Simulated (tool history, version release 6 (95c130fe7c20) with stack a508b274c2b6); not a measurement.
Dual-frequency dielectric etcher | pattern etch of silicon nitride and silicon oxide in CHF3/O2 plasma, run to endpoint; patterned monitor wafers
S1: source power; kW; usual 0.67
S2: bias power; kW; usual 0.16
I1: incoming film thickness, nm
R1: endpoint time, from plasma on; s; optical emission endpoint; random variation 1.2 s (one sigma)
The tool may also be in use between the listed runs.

{"run": 1, "hour": 0.0, "S1": 0.76, "S2": 0.16, "I1": 302.8, "R1": 168}
{"run": 2, "hour": 54.9, "S1": 0.76, "S2": 0.16, "I1": 300.5, "R1": 166.4}
{"hour": 113.6, "done": "wet clean of the chamber"}
{"run": 3, "hour": 131.5, "S1": 0.67, "S2": 0.135, "I1": 298.9, "R1": 186.9}
{"run": 4, "hour": 229.4, "S1": 0.67, "S2": 0.135, "I1": 304.3, "R1": 188.5}
{"run": 5, "hour": 294.8, "S1": 0.67, "S2": 0.135, "I1": 303.9, "R1": 189.9}
{"run": 6, "hour": 338.8, "S1": 0.59, "S2": 0.16, "I1": 302.3, "R1": 194.5}
{"run": 7, "hour": 407.8, "S1": 0.67, "S2": 0.16, "I1": 303.1, "R1": 181.9}
{"run": 8, "hour": 464.7, "S1": 0.67, "S2": 0.16, "I1": 303.6, "R1": 180.1}
{"run": 9, "hour": 507.8, "S1": 0.67, "S2": 0.16, "I1": 301.2, "R1": 177.8}
{"run": 10, "hour": 605.3, "S1": 0.67, "S2": 0.16, "I1": 300.3, "R1": 181}
{"run": 11, "hour": 652.2, "S1": 0.67, "S2": 0.16, "I1": 299.5, "R1": 178.1}
{"run": 12, "hour": 715.0, "S1": 0.67, "S2": 0.16, "I1": 302.5, "R1": 179.6}
{"run": 13, "hour": 794.4, "S1": 0.83, "S2": 0.16, "I1": 302.6, "R1": 159.5}
{"run": 14, "hour": 884.6, "S1": 0.67, "S2": 0.183, "I1": 300.3, "R1": 173.5}
{"hour": 899.8, "done": "bias power generator calibrated"}
{"hour": 978.7, "done": "wet clean of the chamber"}
{"run": 15, "hour": 979.2, "S1": 0.67, "S2": 0.16, "I1": 304, "R1": 180.7}
{"run": 16, "hour": 1045.8, "S1": 0.67, "S2": 0.16, "I1": 303.4, "R1": 182.4}
{"hour": 1096.9, "done": "upper electrode replaced"}
{"run": 17, "hour": 1104.7, "S1": 0.67, "S2": 0.16, "I1": 302.1, "R1": 180.4}
{"run": 18, "hour": 1201.2, "S1": 0.8, "S2": 0.127, "I1": 300.9, "R1": 170.8}
{"hour": 1235.6, "done": "source power generator calibrated"}
{"run": 19, "hour": 1252.5, "S1": 0.8, "S2": 0.196, "I1": 303.8, "R1": 154.8}
{"run": 20, "hour": 1312.5, "S1": 0.53, "S2": 0.191, "I1": 302.6, "R1": 202.5}
{"run": 21, "hour": 1396.5, "S1": 0.61, "S2": 0.178, "I1": 301.3, "R1": 185.2}
{"run": 22, "hour": 1444.5, "S1": 0.76, "S2": 0.179, "I1": 302.3, "R1": 161.4}
{"run": 23, "hour": 1521.8, "S1": 0.75, "S2": 0.187, "I1": 298.5, "R1": 158.8}
{"run": 24, "hour": 1619.4, "S1": 0.58, "S2": 0.143, "I1": 305.5, "R1": 203.8}
{"hour": 1678.9, "done": "wet clean of the chamber"}
{"run": 25, "hour": 1723.8, "S1": 0.56, "S2": 0.126, "I1": 303.8, "R1": 216.6}
{"run": 26, "hour": 1775.6, "S1": 0.67, "S2": 0.16, "I1": 303, "R1": 181.4}
{"run": 27, "hour": 1858.1, "S1": 0.67, "S2": 0.16, "I1": 302.4, "R1": 180}
{"run": 28, "hour": 2041.6, "S1": 0.67, "S2": 0.16, "I1": 299.8, "R1": 178.4}
{"run": 29, "hour": 2129.2, "S1": 0.76, "S2": 0.176, "I1": 300.7, "R1": 163.7}
{"run": 30, "hour": 2201.0, "S1": 0.74, "S2": 0.16, "I1": 302.3, "R1": 169.3}
{"run": 31, "hour": 2254.7, "S1": 0.67, "S2": 0.16, "I1": 300.9, "R1": 177}
{"run": 32, "hour": 2410.7, "S1": 0.67, "S2": 0.193, "I1": 302.8, "R1": 171.6}
{"hour": 2490.8, "done": "wet clean of the chamber"}
{"run": 33, "hour": 2499.8, "S1": 0.67, "S2": 0.16, "I1": 303.3, "R1": 180.9}
{"run": 34, "hour": 2606.8, "S1": 0.58, "S2": 0.128, "I1": 300.9, "R1": 205}
{"run": 35, "hour": 2694.9, "S1": 0.67, "S2": 0.16, "I1": 299.6, "R1": 177.8}
{"run": 36, "hour": 2797.9, "S1": 0.73, "S2": 0.178, "I1": 305.1, "R1": 170.4}

3 ways to go on from here, each from the tool as it stands after run 36. What would each give?
{"run": "A", "hour": 2798.4, "S1": 0.67, "S2": 0.142, "I1": 301.5, "R1": "?"}
{"run": "B", "hour": 2798.4, "S1": 0.58, "S2": 0.16, "I1": 301.5, "R1": "?"}
{"run": "C", "hour": 2798.4, "S1": 0.79, "S2": 0.185, "I1": 301.5, "R1": "?"}

run=A R1=185.4
run=B R1=198
run=C R1=157.7
Without the tool's hidden state the same runs would have given:
run=A R1=185.4
run=B R1=198
run=C R1=157.7

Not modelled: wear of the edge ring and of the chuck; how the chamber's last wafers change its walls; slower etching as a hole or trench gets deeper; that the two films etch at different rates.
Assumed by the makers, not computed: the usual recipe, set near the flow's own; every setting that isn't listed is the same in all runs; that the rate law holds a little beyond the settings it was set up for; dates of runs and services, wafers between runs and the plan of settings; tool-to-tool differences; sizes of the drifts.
